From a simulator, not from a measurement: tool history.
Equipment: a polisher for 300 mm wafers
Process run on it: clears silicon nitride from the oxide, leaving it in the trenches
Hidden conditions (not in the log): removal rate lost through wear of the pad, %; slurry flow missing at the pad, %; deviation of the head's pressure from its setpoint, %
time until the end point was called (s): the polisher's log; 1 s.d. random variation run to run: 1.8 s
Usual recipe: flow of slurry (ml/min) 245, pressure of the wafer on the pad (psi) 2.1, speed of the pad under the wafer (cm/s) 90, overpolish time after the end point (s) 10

| run | hour | flow of slurry (ml/min) | pressure of the wafer on the pad (psi) | speed of the pad under the wafer (cm/s) | overpolish time after the end point (s) | wafers since the last listed run | wafers polished on this pad | hours since the slurry nozzle was cleaned | hours since the head pressure was calibrated | incoming thickness of the incoming film, nm | time until the end point was called (s) |
|---|---|---|---|---|---|---|---|---|---|---|---|
| 1 | 0 | 245 | 2.1 | 90 | 10 | 0 | 508 | 240.3 | 134.5 | 96.1 | 187.6 |
| 2 | 76 | 245 | 2.1 | 90 | 10 | 485 | 993 | 316.3 | 210.5 | 96.5 | 189.9 |
| 3 | 319.1 | 245 | 2.1 | 80 | 10 | 1551 | 2544 | 559.4 | 453.6 | 94.7 | 220.8 |
| 4 | 425.4 | 245 | 2.1 | 80 | 10 | 678 | 3223 | 665.7 | 559.9 | 96.2 | 223.8 |
| 5 | 508.6 | 245 | 2.1 | 90 | 10 | 531 | 3754 | 748.9 | 643.1 | 94.9 | 199.9 |
|  | 525.4 | slurry nozzle cleaned |
| 6 | 545.9 | 245 | 2.1 | 90 | 10 | 231 | 3986 | 20.5 | 680.4 | 95.7 | 191.3 |
|  | 562.9 | head pressure recalibrated |
| 7 | 596 | 245 | 2.1 | 90 | 10 | 307 | 4293 | 70.6 | 33.1 | 93.6 | 189 |
| 8 | 655.5 | 245 | 2.1 | 90 | 10 | 379 | 4673 | 130.1 | 92.6 | 93.9 | 190.2 |
| 9 | 751.8 | 245 | 2.1 | 90 | 10 | 614 | 5288 | 226.4 | 188.9 | 94.7 | 191.8 |
|  | 778.5 | worn pad replaced by a new one |
| 10 | 1055 | 245 | 2.1 | 90 | 10 | 1909 | 1765 | 529.6 | 492.1 | 96.1 | 193.2 |
| 11 | 1120.8 | 245 | 2.1 | 90 | 10 | 420 | 2185 | 595.4 | 557.9 | 95.9 | 198.5 |
| 12 | 1185.5 | 245 | 2.1 | 90 | 10 | 413 | 2598 | 660.1 | 622.6 | 94.9 | 196.4 |
| 13 | 1290.7 | 245 | 2.1 | 90 | 10 | 671 | 3269 | 765.3 | 727.8 | 94.9 | 199.6 |
| 14 | 1352.2 | 275 | 2.1 | 90 | 10 | 392 | 3662 | 826.8 | 789.3 | 92.9 | 200.3 |
|  | 1403.5 | slurry nozzle cleaned |
| 15 | 1413 | 320 | 1.7 | 66 | 4 | 381 | 4043 | 9.5 | 850.1 | 95.7 | 314.9 |
|  | 1440.1 | head pressure recalibrated |
| 16 | 1452.8 | 245 | 1.6 | 90 | 10 | 241 | 4285 | 49.3 | 12.7 | 94.2 | 247.3 |
|  | 1526.7 | worn pad replaced by a new one |
| 17 | 1655.7 | 300 | 2.1 | 90 | 10 | 1269 | 823 | 252.2 | 215.6 | 93.7 | 175.5 |
| 18 | 1702 | 290 | 2.1 | 90 | 10 | 295 | 1118 | 298.5 | 261.9 | 92.9 | 175.9 |
| 19 | 1771.6 | 325 | 2.1 | 120 | 10 | 444 | 1563 | 368.1 | 331.5 | 94.7 | 136.3 |
| 20 | 1829.9 | 245 | 2.1 | 90 | 5 | 372 | 1935 | 426.4 | 389.8 | 94.4 | 189.4 |

The next listed run, before its measurement:
| 21 | 1924.7 | 275 | 2.1 | 90 | 10 | 605 | 2540 | 521.2 | 484.6 | 95.1 | ? |

time until the end point was called (s): 192.8
With no hidden state in the tool, this same run would have given time until the end point was called (s) 176.5.

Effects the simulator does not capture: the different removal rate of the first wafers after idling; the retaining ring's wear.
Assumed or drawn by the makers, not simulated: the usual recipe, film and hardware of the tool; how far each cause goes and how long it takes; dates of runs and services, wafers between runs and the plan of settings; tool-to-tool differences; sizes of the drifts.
